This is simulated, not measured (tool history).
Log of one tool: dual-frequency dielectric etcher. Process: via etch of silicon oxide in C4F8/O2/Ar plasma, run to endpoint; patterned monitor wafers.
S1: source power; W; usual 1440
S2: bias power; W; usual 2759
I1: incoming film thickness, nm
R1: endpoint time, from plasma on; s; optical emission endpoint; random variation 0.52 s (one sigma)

run 1 hour=0 | S1=1440 S2=2759 | I1=830.5 | R1=169.6
run 2 hour=17.1 | S1=1440 S2=2759 | I1=826.7 | R1=169.7
run 3 hour=30.4 | S1=1440 S2=2759 | I1=835.6 | R1=170.6
run 4 hour=48.4 | S1=1440 S2=2759 | I1=822.6 | R1=168.5
run 5 hour=59.1 | S1=1440 S2=2759 | I1=828.6 | R1=169.7
run 6 hour=70 | S1=1440 S2=2759 | I1=829.7 | R1=169.1
-- hour=97.4 upper electrode replaced
run 7 hour=97.9 | S1=1440 S2=2759 | I1=826.6 | R1=168
run 8 hour=98.3 | S1=1440 S2=2759 | I1=823.2 | R1=167.9
-- hour=110.6 source power generator calibrated
run 9 hour=112.7 | S1=1440 S2=2759 | I1=832 | R1=168.7
run 10 hour=126.4 | S1=1440 S2=2759 | I1=830.1 | R1=168.1
run 11 hour=134.9 | S1=1440 S2=2759 | I1=836.3 | R1=170.5
-- hour=144.9 bias power generator calibrated
-- hour=167.4 wet clean of the chamber
run 12 hour=167.9 | S1=1540 S2=2759 | I1=821.5 | R1=169.8
run 13 hour=168.3 | S1=1590 S2=2419 | I1=829.7 | R1=176.8
run 14 hour=168.7 | S1=1640 S2=2759 | I1=836.6 | R1=169.9
run 15 hour=184.9 | S1=1440 S2=2759 | I1=831.7 | R1=174.7
run 16 hour=192.2 | S1=1440 S2=2759 | I1=834.7 | R1=175.7
run 17 hour=209.6 | S1=1130 S2=2251 | I1=835.7 | R1=202.7
run 18 hour=219 | S1=1590 S2=2419 | I1=828.2 | R1=176.2
run 19 hour=269.7 | S1=1540 S2=3227 | I1=830.6 | R1=161.1
run 20 hour=281.8 | S1=1110 S2=2759 | I1=827.6 | R1=186.1
run 21 hour=295.5 | S1=1440 S2=2759 | I1=833.2 | R1=174.4
run 22 hour=307.8 | S1=1250 S2=3381 | I1=832.5 | R1=168.9

Forecast each of these 5 alternatives for the next run:
run A hour=308.3 | S1=1440 S2=2759 | I1=824.7 | R1=?
run B hour=308.3 | S1=1330 S2=2116 | I1=824.7 | R1=?
run C hour=308.3 | S1=1080 S2=2759 | I1=824.7 | R1=?
run D hour=308.3 | S1=1750 S2=2141 | I1=824.7 | R1=?
run E hour=308.3 | S1=1720 S2=3116 | I1=824.7 | R1=?

run=A R1=171.1
run=B R1=192.1
run=C R1=186
run=D R1=175.8
run=E R1=155.3
Without the tool's hidden state the same runs would have given:
run=A R1=172.4
run=B R1=193.6
run=C R1=187.3
run=D R1=177.1
run=E R1=156.5
